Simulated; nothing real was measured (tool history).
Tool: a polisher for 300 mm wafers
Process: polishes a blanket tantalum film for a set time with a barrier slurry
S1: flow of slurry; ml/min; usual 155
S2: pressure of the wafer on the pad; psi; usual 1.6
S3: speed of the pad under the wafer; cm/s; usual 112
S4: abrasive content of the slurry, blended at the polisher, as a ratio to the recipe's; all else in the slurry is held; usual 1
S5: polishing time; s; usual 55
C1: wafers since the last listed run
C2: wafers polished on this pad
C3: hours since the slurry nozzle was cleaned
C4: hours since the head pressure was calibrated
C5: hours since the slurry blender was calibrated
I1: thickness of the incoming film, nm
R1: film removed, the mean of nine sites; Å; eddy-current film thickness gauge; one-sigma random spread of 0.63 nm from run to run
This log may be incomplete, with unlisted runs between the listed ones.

run,day,S1,S2,S3,S4,S5,C1,C2,C3,C4,C5,I1,R1
1,0,155,1.9,112,1,55,0,1738,638.3,881.9,141.5,241.9,892
# day 0.75: worn pad replaced by a new one
# day 1.125: head pressure recalibrated
2,1.417,155,1.9,112,1,55,299,149,672.3,7,175.5,238.2,945
# day 1.738: slurry blender recalibrated
3,2.083,155,1.6,112,1,55,149,298,688.3,23,8.3,243.4,823
4,3.146,155,1.6,112,1,55,272,571,713.8,48.5,33.8,238.3,809
5,4.392,155,1.6,112,0.8,55,319,891,743.7,78.4,63.7,240,756
6,5.021,155,1.6,112,0.8,55,161,1052,758.8,93.5,78.8,240,746
7,5.617,155,1.7,112,1,68,152,1205,773.1,107.8,93.1,239.6,1037
# day 5.888: slurry nozzle cleaned
8,6.9,155,1.7,112,1,68,318,1524,24.3,138.6,123.9,238.8,1030
# day 7.662: worn pad replaced by a new one
9,8.229,155,1.4,146,1.3,72,298,145,56.2,170.5,155.8,235.2,1302
# day 8.617: slurry blender recalibrated
10,9.408,155,1.6,112,1,55,281,426,84.5,198.8,19,239.9,826
11,10.6,155,1.6,112,1,55,305,732,113.1,227.4,47.6,243.1,809
12,11.558,155,1.6,112,1,55,245,978,136.1,250.4,70.6,240.9,804
13,12.142,155,1.6,112,1,55,149,1128,150.1,264.4,84.6,241.6,800
14,12.675,155,1.6,112,1,55,136,1264,162.9,277.2,97.4,238.6,810
15,13.654,190,1.6,112,1,55,251,1516,186.4,300.7,120.9,240.7,816
16,14.554,155,1.3,112,1,42,230,1747,208,322.3,142.5,237.5,497
# day 15.725: slurry blender recalibrated
17,15.746,155,1.2,112,1.3,55,284,2031,236.6,350.9,0.5,235.5,646
# day 16.2: worn pad replaced by a new one
18,16.604,155,1.6,112,1,55,177,103,257.2,371.5,21.1,239.4,827
19,18.017,190,1.4,88,1,40,362,466,291.1,405.4,55,239.7,455
20,19.038,110,2,112,1,55,261,728,315.6,429.9,79.5,243.7,920
21,19.892,170,1.6,136,1.2,44,219,947,336.1,450.4,100,240.2,822
22,21.033,155,1.6,92,1,55,292,1240,363.5,477.8,127.4,239.3,683
23,22.108,155,1.6,112,1,55,275,1516,389.3,503.6,153.2,242.2,786
24,23.008,110,1.6,144,0.8,69,230,1747,410.9,525.2,174.8,243.7,1042
# day 23.562: worn pad replaced by a new one
25,24.442,195,1.2,134,1.3,55,325,225,445.3,559.6,209.2,239.4,842
# day 24.833: slurry blender recalibrated
26,25.762,120,1.2,76,1,55,317,543,477,591.3,22.3,240.6,453
27,26.946,130,1.6,138,1.2,38,303,846,505.4,619.7,50.7,239,674
28,27.804,155,1.4,112,1.15,55,220,1067,526,640.3,71.3,240.7,753
29,28.329,155,1.4,82,1,55,134,1201,538.6,652.9,83.9,243.2,557

Predict each of these 5 candidate next runs independently; none follows another, all start after run 29:
A,28.346,155,1.6,112,1,55,4,1206,539,653.3,84.3,235.5,?
B,28.346,130,1.6,134,1,44,4,1206,539,653.3,84.3,235.5,?
C,28.346,155,1.6,112,1.15,55,4,1206,539,653.3,84.3,235.5,?
D,28.346,185,1.6,112,1,55,4,1206,539,653.3,84.3,235.5,?
E,28.346,155,1.6,112,1.1,45,4,1206,539,653.3,84.3,235.5,?

run,R1
A,788
B,707
C,819
D,811
E,662
Take away the tool's hidden state, keep each run's random variation, and the runs would have read:
run,R1
A,816
B,732
C,849
D,840
E,686

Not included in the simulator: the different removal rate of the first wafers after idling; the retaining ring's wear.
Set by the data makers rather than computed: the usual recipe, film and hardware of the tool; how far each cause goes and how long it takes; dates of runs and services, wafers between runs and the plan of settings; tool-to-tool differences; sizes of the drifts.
